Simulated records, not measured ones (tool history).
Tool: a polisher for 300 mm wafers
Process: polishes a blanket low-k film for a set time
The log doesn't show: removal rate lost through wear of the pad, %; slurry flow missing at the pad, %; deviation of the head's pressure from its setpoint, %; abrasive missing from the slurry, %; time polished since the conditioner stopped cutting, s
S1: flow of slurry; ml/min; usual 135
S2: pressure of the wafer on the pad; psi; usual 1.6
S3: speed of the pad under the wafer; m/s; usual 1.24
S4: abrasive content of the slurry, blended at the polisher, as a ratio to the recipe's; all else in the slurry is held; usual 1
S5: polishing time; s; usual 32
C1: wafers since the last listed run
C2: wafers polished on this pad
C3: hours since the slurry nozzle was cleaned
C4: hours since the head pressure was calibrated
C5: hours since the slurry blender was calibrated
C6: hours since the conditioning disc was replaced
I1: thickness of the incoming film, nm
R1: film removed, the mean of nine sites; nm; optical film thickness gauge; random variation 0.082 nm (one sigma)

run,hour,S1,S2,S3,S4,S5,C1,C2,C3,C4,C5,C6,I1,R1
1,0,135,1.6,1.24,1,32,0,617,525.5,32.4,258.1,16.7,507.3,10.3
2,7.6,135,1.6,1.36,1,32,61,679,533.1,40,265.7,24.3,511.8,10.9
3,13.8,135,1.6,1.52,1,32,50,729,539.3,46.2,271.9,30.5,515.2,12
# hour 16.7: slurry blender recalibrated
# hour 27.3: worn pad replaced by a new one
4,29.5,135,1.6,1.52,1,32,78,17,555,61.9,12.8,46.2,511.3,12.5
5,39.9,135,1.6,1.52,1,32,84,102,565.4,72.3,23.2,56.6,510,12.4
6,49.7,135,1.6,1.24,1,32,79,181,575.2,82.1,33,66.4,519.8,10.4
7,57.7,180,1.6,1.48,0.7,32,64,246,583.2,90.1,41,74.4,507,9.6
8,65.4,95,2.1,1.24,1.15,41,62,309,590.9,97.8,48.7,82.1,510.9,16.8
9,80.7,170,1.6,1.48,1,32,124,433,606.2,113.1,64,97.4,508,12.4
10,95,120,1,0.98,1,32,115,549,620.5,127.4,78.3,111.7,512.8,5.1
11,111.1,135,1.6,1.24,1,32,130,679,636.6,143.5,94.4,127.8,518,10.2
12,119.4,135,1.6,1.24,1,32,67,747,644.9,151.8,102.7,136.1,505.7,10.2
# hour 130.8: worn pad replaced by a new one
13,131.3,105,1.6,1.54,1,32,64,4,656.8,163.7,114.6,148,514.8,11.4
# hour 133.1: slurry nozzle cleaned
14,137.5,135,1.6,1.24,1,32,42,46,4.4,169.9,120.8,154.2,513.9,10.9
15,144.5,135,1.6,1.24,1,32,56,103,11.4,176.9,127.8,161.2,516.6,11
16,151.2,135,1.6,1.24,0.85,32,54,157,18.1,183.6,134.5,167.9,507.3,9.7
# hour 157.6: conditioning disc replaced and pad reconditioned
17,160.6,135,2,1.24,1,32,60,217,27.5,193,143.9,3,515.5,13.5
18,170.9,180,1.6,1.24,1,32,83,301,37.8,203.3,154.2,13.3,517.6,11.4
19,177.6,135,1.1,1.24,1,32,54,355,44.5,210,160.9,20,501.5,7.3
20,189.2,125,1.9,1.24,1,27,94,449,56.1,221.6,172.5,31.6,513.2,10.5
21,196.4,180,2,0.88,1,32,58,508,63.3,228.8,179.7,38.8,509.3,10.7
# hour 216.9: worn pad replaced by a new one
22,217.4,135,1.6,1.24,1,32,137,3,84.3,249.8,200.7,59.8,517.3,10.9
23,228.2,105,1.6,1,1,32,87,91,95.1,260.6,211.5,70.6,518.2,8.5
24,234.6,165,2,1.24,0.8,23,51,143,101.5,267,217.9,77,505,8.6
25,243.4,135,1.6,1.24,1,38,71,214,110.3,275.8,226.7,85.8,515.5,12.6

The next listed run, before its measurement:
26,258.3,135,1.6,1.24,1,32,120,335,125.2,290.7,241.6,100.7,514.9,?

{"run 26": {"R1": 10.7}}
Without the tool's hidden state the same run would have given R1 11.2 nm.
